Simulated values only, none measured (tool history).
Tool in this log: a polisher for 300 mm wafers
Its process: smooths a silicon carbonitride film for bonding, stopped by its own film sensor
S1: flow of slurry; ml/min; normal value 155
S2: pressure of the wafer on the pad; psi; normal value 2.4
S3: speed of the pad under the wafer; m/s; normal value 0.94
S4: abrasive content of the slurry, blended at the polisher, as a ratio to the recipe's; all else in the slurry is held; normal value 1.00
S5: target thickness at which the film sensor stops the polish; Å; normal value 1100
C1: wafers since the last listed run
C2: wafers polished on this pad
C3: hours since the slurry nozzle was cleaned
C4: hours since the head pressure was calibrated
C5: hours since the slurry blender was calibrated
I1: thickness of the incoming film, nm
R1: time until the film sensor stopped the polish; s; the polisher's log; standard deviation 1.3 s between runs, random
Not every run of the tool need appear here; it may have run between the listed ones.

run	hour	S1	S2	S3	S4	S5	C1	C2	C3	C4	C5	I1	R1
1	0.0	155	2.4	0.94	1.00	1100	0	218	201.3	390.1	47.3	130.6	73.2
2	197.6	155	2.4	0.94	1.00	1100	1381	1600	398.9	587.7	244.9	129.7	71.2
3	248.2	155	2.4	0.94	1.00	1100	353	1953	449.5	638.3	295.5	128.6	65.7
# hour 277.6: worn pad replaced by a new one
4	310.6	155	2.4	0.94	1.20	1100	408	230	511.9	700.7	357.9	129.1	64.4
# hour 339.1: slurry blender recalibrated
5	354.9	155	2.2	0.94	1.20	1100	295	526	556.2	745.0	15.8	128.8	65.9
6	382.5	155	2.2	0.94	1.20	1100	192	719	583.8	772.6	43.4	131.9	76.3
# hour 402.2: slurry nozzle cleaned
7	421.9	155	2.2	0.94	1.20	1100	268	987	19.7	812.0	82.8	131.0	74.9
8	472.3	155	2.4	0.94	1.00	1100	352	1339	70.1	862.4	133.2	130.9	75.2
# hour 574.0: worn pad replaced by a new one
9	643.8	155	2.4	0.94	1.00	1100	1170	487	241.6	1033.9	304.7	132.1	84.2
10	688.7	155	2.4	0.94	1.00	1100	313	801	286.5	1078.8	349.6	131.5	78.7
11	730.2	155	2.4	0.94	1.00	1100	290	1091	328.0	1120.3	391.1	129.9	73.9
12	787.4	155	2.4	0.94	1.00	1100	399	1491	385.2	1177.5	448.3	129.6	74.2
# hour 821.1: slurry blender recalibrated
# hour 850.3: worn pad replaced by a new one
13	850.8	180	2.4	1.12	1.00	1100	401	3	448.6	1240.9	29.7	129.5	64.0
14	901.3	155	2.4	0.94	1.00	1100	352	356	499.1	1291.4	80.2	130.5	77.7
# hour 910.6: slurry nozzle cleaned
15	943.6	155	2.4	0.94	1.00	1150	288	645	33.0	1333.7	122.5	129.5	55.3
# hour 962.6: head pressure recalibrated
16	983.7	135	2.4	0.94	1.00	1100	266	911	73.1	21.1	162.6	128.1	63.7
17	1051.1	155	2.4	0.94	1.00	1140	471	1382	140.5	88.5	230.0	131.0	62.5
# hour 1115.6: worn pad replaced by a new one
18	1213.9	155	1.7	0.94	1.00	1100	1109	686	303.3	251.3	392.8	129.7	85.6
19	1253.1	155	2.4	0.94	1.00	1100	273	960	342.5	290.5	432.0	129.1	69.8
20	1288.6	155	2.4	0.94	1.00	1100	248	1209	378.0	326.0	467.5	131.3	75.6
# hour 1294.7: slurry blender recalibrated
21	1351.6	155	2.4	0.94	1.00	1100	426	1635	441.0	389.0	56.9	129.5	70.6
# hour 1380.7: worn pad replaced by a new one
22	1391.3	155	2.4	1.10	1.00	1100	249	73	480.7	428.7	96.6	128.6	59.9
# hour 1423.7: slurry nozzle cleaned
23	1450.1	155	2.4	0.94	1.00	1100	403	477	26.4	487.5	155.4	132.5	82.4
24	1475.1	130	2.4	0.94	0.75	1170	174	652	51.4	512.5	180.4	130.8	58.4

Here are 5 independent what-if runs from the current tool condition. What would each one return?
A	1475.5	155	2.4	0.94	1.00	1100	2	655	51.8	512.9	180.8	127.7	?
B	1475.5	205	2.4	0.94	1.10	1100	2	655	51.8	512.9	180.8	127.7	?
C	1475.5	170	3.0	0.78	0.90	1100	2	655	51.8	512.9	180.8	127.7	?
D	1475.5	140	1.8	0.94	1.00	1100	2	655	51.8	512.9	180.8	127.7	?
E	1475.5	155	2.1	0.64	0.90	1100	2	655	51.8	512.9	180.8	127.7	?

run	R1
A	61.9
B	57.8
C	64.8
D	73.7
E	95.3
Had the tool no hidden state, the same runs would have come out as:
run	R1
A	61.0
B	56.9
C	63.9
D	72.6
E	93.9
